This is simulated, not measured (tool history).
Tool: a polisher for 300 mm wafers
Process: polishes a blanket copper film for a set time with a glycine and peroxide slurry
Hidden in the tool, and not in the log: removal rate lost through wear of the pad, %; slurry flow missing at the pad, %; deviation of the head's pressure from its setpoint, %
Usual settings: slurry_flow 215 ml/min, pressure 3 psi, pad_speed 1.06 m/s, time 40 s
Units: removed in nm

run	hour	slurry_flow	pressure	pad_speed	time	wafers since the last listed run	wafers polished on this pad	hours since the slurry nozzle was cleaned	hours since the head pressure was calibrated	incoming thickness of the incoming film, nm	removed
1	0	215	3	1.06	43	0	7	75.9	423.8	1469.8	301.7
2	30.5	215	3	1.06	40	447	455	106.4	454.3	1490	286.5
3	67.9	215	3	1.06	40	548	1004	143.8	491.7	1464.1	282.8
4	85.1	215	3	1.06	40	252	1256	161	508.9	1505.9	278.2
5	114.5	215	3	1.06	40	431	1688	190.4	538.3	1504.6	272.9
6	133.8	215	3	1.06	40	283	1971	209.7	557.6	1462.6	277.9
7	160.2	215	3	1.06	40	387	2359	236.1	584	1478.4	281.2
8	174	180	3.4	1.06	40	202	2561	249.9	597.8	1460.6	295.1
# hour 196.6: worn pad replaced by a new one
9	197.1	180	3.4	1.06	40	280	7	273	620.9	1458.2	299
10	222.8	215	3	1.06	40	377	384	298.7	646.6	1498.3	273.5
# hour 242.1: slurry nozzle cleaned
11	256.8	215	3	1.06	40	484	869	14.7	680.6	1487.1	279.5
12	309.2	215	3	1.06	40	769	1638	67.1	733	1478.1	269.7
13	339.8	215	3	1.06	40	449	2087	97.7	763.6	1447.4	270
14	367.3	215	3	1.06	40	403	2491	125.2	791.1	1508.7	271.7
15	383.5	215	3	1.06	40	237	2728	141.4	807.3	1452.5	267
# hour 410: worn pad replaced by a new one
16	414.6	255	3	1.06	40	397	67	172.5	838.4	1453	281.7
17	490.6	245	3	1.06	44	1115	1183	248.5	914.4	1504.3	297.4
18	504.4	215	3	1.06	40	202	1385	262.3	928.2	1490.5	264.1

Forecast run 19:
19	539.8	215	2.4	1.06	40	519	1905	297.7	963.6	1479.5	?

Run 19 gave removed 220.9 nm.
Without the tool's hidden state the same run would have given removed 236.2 nm.
